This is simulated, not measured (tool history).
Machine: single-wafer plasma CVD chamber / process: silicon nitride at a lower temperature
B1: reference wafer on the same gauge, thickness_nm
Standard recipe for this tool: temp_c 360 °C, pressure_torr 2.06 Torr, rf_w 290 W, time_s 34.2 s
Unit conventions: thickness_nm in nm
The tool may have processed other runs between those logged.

Run 1, day 0: usual settings but time_s 35.8 s; B1 47.55. Result: thickness_nm 44.413 nm.
Run 2, day 0.042: usual settings but time_s 35.8 s; B1 47.581. Result: thickness_nm 44.6 nm.
Run 3, day 0.296: usual settings but time_s 35.8 s; B1 47.585. Result: thickness_nm 44.428 nm.
Run 4, day 1.204: usual settings; B1 47.613. Result: thickness_nm 42.424 nm.
At day 1.567: showerhead replaced.
Run 5, day 1.662: usual settings; B1 47.604. Result: thickness_nm 42.333 nm.
Run 6, day 1.971: usual settings but temp_c 352 °C; B1 47.587. Result: thickness_nm 42.234 nm.
At day 2.746: capacitance manometer re-zeroed and calibrated.
Run 7, day 2.767: usual settings but temp_c 352 °C; B1 47.614. Result: thickness_nm 43.502 nm.
Run 8, day 3.233: usual settings but pressure_torr 2.43 Torr; B1 47.583. Result: thickness_nm 46.033 nm.
Run 9, day 3.888: usual settings but temp_c 356 °C, pressure_torr 2.27 Torr, rf_w 235 W, time_s 39.2 s; B1 47.592. Result: thickness_nm 46.087 nm.
Run 10, day 4.15: usual settings but rf_w 260 W, time_s 30.9 s; B1 47.557. Result: thickness_nm 36.856 nm.
Run 11, day 4.729: usual settings; B1 47.601. Result: thickness_nm 43.306 nm.
At day 5.188: gauge calibrated.
Run 12, day 5.45: usual settings but temp_c 372 °C, pressure_torr 2.49 Torr, rf_w 235 W, time_s 29.2 s; B1 47.594. Result: thickness_nm 35.174 nm.
Run 13, day 5.796: usual settings but rf_w 245 W, time_s 39.2 s; B1 47.592. Result: thickness_nm 45.31 nm.
Run 14, day 6.204: usual settings; B1 47.617. Result: thickness_nm 43.417 nm.
Run 15, day 6.512: usual settings but temp_c 355 °C, pressure_torr 2.34 Torr, rf_w 325 W, time_s 38.3 s; B1 47.59. Result: thickness_nm 54.387 nm.
Run 16, day 7.121: usual settings; B1 47.591. Result: thickness_nm 43.288 nm.
At day 7.5: thermocouple changed; heater temperature recalibrated.
Run 17, day 7.521: usual settings but time_s 32.1 s; B1 47.642. Result: thickness_nm 40.52 nm.
Run 18, day 7.846: usual settings but temp_c 354 °C, pressure_torr 1.55 Torr, rf_w 335 W, time_s 31.5 s; B1 47.576. Result: thickness_nm 37.824 nm.
Run 19, day 8.479: usual settings; B1 47.606. Result: thickness_nm 43.414 nm.
Run 20, day 9.179: usual settings; B1 47.6. Result: thickness_nm 43.341 nm.
Run 21, day 9.679: usual settings but time_s 40.7 s; B1 47.584. Result: thickness_nm 51.601 nm.
Run 22, day 10.371: usual settings but temp_c 349 °C, pressure_torr 1.89 Torr; B1 47.644. Result: thickness_nm 41.951 nm.
Run 23, day 10.988: usual settings but temp_c 370 °C, time_s 32 s; B1 47.587. Result: thickness_nm 40.418 nm.
Run 24, day 11.358: usual settings but pressure_torr 1.83 Torr; B1 47.578. Result: thickness_nm 41.139 nm.
Run 25, day 11.617: usual settings but time_s 29.4 s; B1 47.576. Result: thickness_nm 37.352 nm.
Run 26, day 12.196: usual settings but rf_w 340 W; B1 47.59. Result: thickness_nm 47.226 nm.
Run 27, day 12.725: usual settings; B1 47.589. Result: thickness_nm 43.328 nm.
Run 28, day 13.025: usual settings but pressure_torr 2.4 Torr, rf_w 320 W; B1 47.616. Result: thickness_nm 48.404 nm.

Consider 5 possible next runs. They are alternatives, not a sequence: every one starts from the tool as it was left by run 28. What does each give?
Run A, day 13.042: usual settings but pressure_torr 1.64 Torr; B1 ?. Result: thickness_nm ?.
Run B, day 13.042: usual settings but rf_w 310 W; B1 ?. Result: thickness_nm ?.
Run C, day 13.042: usual settings but pressure_torr 2.28 Torr, time_s 29.9 s; B1 ?. Result: thickness_nm ?.
Run D, day 13.042: usual settings but pressure_torr 1.79 Torr, rf_w 325 W, time_s 38.9 s; B1 ?. Result: thickness_nm ?.
Run E, day 13.042: usual settings but temp_c 373 °C, pressure_torr 1.9 Torr, rf_w 275 W, time_s 39.6 s; B1 ?. Result: thickness_nm ?.

run      B1  thickness_nm
  A  47.644        39.095
  B  47.644        45.027
  C  47.644        39.498
  D  47.644        49.388
  E  47.644        46.966
With no hidden state in the tool, these same runs would have given:
run  thickness_nm
  A        39.244
  B        45.182
  C        39.632
  D        49.573
  E        47.137
